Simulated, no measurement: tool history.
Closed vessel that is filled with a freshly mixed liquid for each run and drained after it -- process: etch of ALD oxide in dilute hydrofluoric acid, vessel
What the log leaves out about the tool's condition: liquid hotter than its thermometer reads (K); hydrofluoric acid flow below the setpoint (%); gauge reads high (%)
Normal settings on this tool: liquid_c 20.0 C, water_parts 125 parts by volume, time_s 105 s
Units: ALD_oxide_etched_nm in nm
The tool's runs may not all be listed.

run,day,liquid_c,water_parts,time_s,wafers since the last listed run,hours since the thermometer was replaced,hours since the hydrofluoric acid flow meter was replaced,hours since the gauge calibration,"read-back film thickness of the ALD oxide reference wafer, read on the same gauge (nm)",ALD_oxide_etched_nm
1,0.000,20.0,125,105,0,505.5,1521.7,195.9,130.03,11.72
2,0.258,20.0,125,105,381,511.7,1527.9,202.1,130.01,11.44
# day 0.825: gauge calibrated
3,0.975,20.0,165,80,1058,528.9,1545.1,3.6,129.99,6.39
4,1.296,20.0,165,80,473,536.6,1552.8,11.3,130.02,6.32
5,1.592,20.0,165,80,436,543.7,1559.9,18.4,130.02,6.29
6,2.292,23.5,125,105,1033,560.5,1576.7,35.2,130.01,13.31
7,2.683,23.5,125,105,578,569.9,1586.1,44.6,130.03,13.21
8,3.200,23.5,125,105,762,582.3,1598.5,57.0,130.02,13.28
9,3.862,20.0,125,105,978,598.2,1614.4,72.9,129.97,11.29
10,4.196,20.0,125,105,492,606.2,1622.4,80.9,130.01,11.59
11,4.808,20.0,125,105,904,620.9,1637.1,95.6,130.00,11.47
12,5.508,20.0,125,105,1033,637.7,1653.9,112.4,130.02,11.46
13,5.921,20.0,125,105,609,647.6,1663.8,122.3,129.98,11.42
14,6.550,20.0,125,80,929,662.7,1678.9,137.4,130.01,8.62
15,8.504,20.0,125,80,2885,709.6,1725.8,184.3,130.04,8.59
16,9.183,23.5,175,55,1002,725.9,1742.1,200.6,129.98,4.59
17,9.550,20.0,90,85,541,734.7,1750.9,209.4,130.01,13.36
# day 9.717: gauge calibrated
18,10.083,17.0,170,125,787,747.5,1763.7,8.8,129.99,8.25
# day 10.262: hydrofluoric acid flow meter replaced
# day 10.517: thermometer replaced
19,10.662,20.0,125,80,732,3.5,9.6,22.7,129.99,10.25
20,11.171,17.0,85,45,750,15.7,21.8,34.9,130.00,7.62
21,11.429,20.0,125,105,381,21.9,28.0,41.1,129.99,13.27
22,12.050,18.0,175,105,916,36.8,42.9,56.0,130.04,8.24
23,12.442,20.0,70,105,578,46.2,52.3,65.4,129.98,25.28
24,13.117,18.5,140,75,996,62.4,68.5,81.6,130.05,7.86
25,14.171,25.0,145,55,1556,87.7,93.8,106.9,130.00,7.23
26,14.683,17.0,165,150,756,100.0,106.1,119.2,130.02,12.22
27,14.988,20.0,125,105,449,107.3,113.4,126.5,130.00,13.47

Below are 5 alternative next runs, each starting from the tool's condition after run 27. Predict each:
A,15.017,20.0,125,105,43,108.0,114.1,127.2,?,?
B,15.017,18.0,100,105,43,108.0,114.1,127.2,?,?
C,15.017,20.0,170,105,43,108.0,114.1,127.2,?,?
D,15.017,17.5,160,155,43,108.0,114.1,127.2,?,?
E,15.017,25.0,125,70,43,108.0,114.1,127.2,?,?

run,"read-back film thickness of the ALD oxide reference wafer, read on the same gauge (nm)",ALD_oxide_etched_nm
A,130.03,13.29
B,130.03,15.73
C,130.03,9.32
D,130.03,13.37
E,130.03,10.79
Without the tool's unlogged condition, the same runs would have read:
run,ALD_oxide_etched_nm
A,13.46
B,15.91
C,9.44
D,13.53
E,10.93
